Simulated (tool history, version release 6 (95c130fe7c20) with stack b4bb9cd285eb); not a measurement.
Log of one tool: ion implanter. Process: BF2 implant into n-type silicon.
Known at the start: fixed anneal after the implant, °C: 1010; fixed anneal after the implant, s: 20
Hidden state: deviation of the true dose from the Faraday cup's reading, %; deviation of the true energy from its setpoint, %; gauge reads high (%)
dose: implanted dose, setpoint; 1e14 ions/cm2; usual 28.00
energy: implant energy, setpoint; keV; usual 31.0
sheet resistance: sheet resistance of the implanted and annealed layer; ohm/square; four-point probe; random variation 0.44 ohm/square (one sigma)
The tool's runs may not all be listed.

run,day,dose,energy,wafers since the last listed run,hours since the last dose calibration,hours since the extraction supply was calibrated,hours since the gauge calibration,"read-back reference wafer on the same gauge, sheet resistance",sheet resistance
1,0.000,28.00,34.0,0,378.5,382.1,570.9,117.99,118.13
2,4.308,28.00,34.0,2493,481.9,485.5,674.3,118.00,118.76
3,6.154,28.00,34.0,1068,526.2,529.8,718.6,117.83,118.23
4,8.558,28.00,31.0,1391,583.9,587.5,776.3,117.93,123.79
5,12.258,34.60,31.0,2141,672.7,676.3,865.1,117.77,122.40
6,15.817,34.60,31.0,2059,758.1,761.7,950.5,117.87,122.92
7,19.792,34.60,31.0,2300,853.5,857.1,1045.9,117.87,122.60
8,22.600,28.00,31.0,1625,920.9,924.5,1113.3,118.13,123.95
9,26.783,28.00,31.0,2421,1021.3,1024.9,1213.7,118.08,123.66
10,28.450,28.00,34.5,964,1061.3,1064.9,1253.7,118.05,117.00
11,32.225,28.00,34.5,2185,1151.9,1155.5,1344.3,117.99,116.51
12,34.575,26.15,31.0,1360,1208.3,1211.9,1400.7,117.96,124.09
13,36.950,26.15,31.0,1374,1265.3,1268.9,1457.7,117.80,124.92
14,40.254,26.15,31.0,1912,1344.6,1348.2,1537.0,117.93,123.69
15,43.192,28.00,31.0,1700,1415.1,1418.7,1607.5,117.84,122.99
16,46.646,28.00,31.0,1999,1498.0,1501.6,1690.4,117.93,123.08
17,50.417,28.00,31.0,2182,1588.5,1592.1,1780.9,118.04,123.00
18,54.225,28.00,31.0,2204,1679.9,1683.5,1872.3,117.98,122.70
19,56.117,24.72,22.0,1095,1725.3,1728.9,1917.7,118.06,144.60
# day 58.854: gauge calibrated
20,59.600,32.53,31.0,2016,1808.9,1812.5,17.9,117.91,121.83
21,61.912,23.15,23.0,1338,1864.4,1868.0,73.4,117.88,142.98
22,65.479,28.00,34.0,2064,1950.0,1953.6,159.0,117.93,116.74
23,67.317,35.58,23.0,1063,1994.1,1997.7,203.1,117.95,138.83
# day 71.008: Faraday cup replaced and dose calibrated
24,71.029,28.00,31.0,1956,0.5,2086.8,292.2,117.78,122.15
25,73.392,28.00,31.0,1367,57.2,2143.5,348.9,118.07,122.25
26,76.642,30.88,35.5,1881,135.2,2221.5,426.9,117.98,113.75
# day 78.596: extraction supply calibrated
27,79.075,22.79,27.0,1215,193.6,11.5,485.3,117.96,133.94
28,81.696,34.90,31.0,1517,256.5,74.4,548.2,118.22,122.71
29,84.454,25.86,34.0,1596,322.7,140.6,614.4,117.96,118.05
30,88.496,23.83,24.0,2339,419.7,237.6,711.4,117.95,141.41
31,91.696,35.90,22.5,1852,496.5,314.4,788.2,117.91,141.33
32,95.967,28.00,31.0,2472,599.0,416.9,890.7,118.03,124.00
33,98.325,20.52,31.0,1365,655.6,473.5,947.3,117.98,125.92
34,100.462,24.03,22.0,1237,706.9,524.8,998.6,117.93,145.48
35,104.429,28.00,31.0,2296,802.1,620.0,1093.8,117.82,123.46
36,108.838,25.25,25.0,2551,907.9,725.8,1199.6,118.00,137.69

Forecast each of these 5 alternatives for the next run:
A,108.854,22.73,31.0,9,908.3,726.2,1200.0,?,?
B,108.854,28.00,37.0,9,908.3,726.2,1200.0,?,?
C,108.854,23.56,34.0,9,908.3,726.2,1200.0,?,?
D,108.854,32.95,39.0,9,908.3,726.2,1200.0,?,?
E,108.854,20.55,28.0,9,908.3,726.2,1200.0,?,?

run,"read-back reference wafer on the same gauge, sheet resistance",sheet resistance
A,117.95,125.59
B,117.95,113.50
C,117.95,119.71
D,117.95,109.25
E,117.95,132.81
Without the tool's hidden state the same runs would have given:
run,sheet resistance
A,126.21
B,114.10
C,120.32
D,109.85
E,133.44

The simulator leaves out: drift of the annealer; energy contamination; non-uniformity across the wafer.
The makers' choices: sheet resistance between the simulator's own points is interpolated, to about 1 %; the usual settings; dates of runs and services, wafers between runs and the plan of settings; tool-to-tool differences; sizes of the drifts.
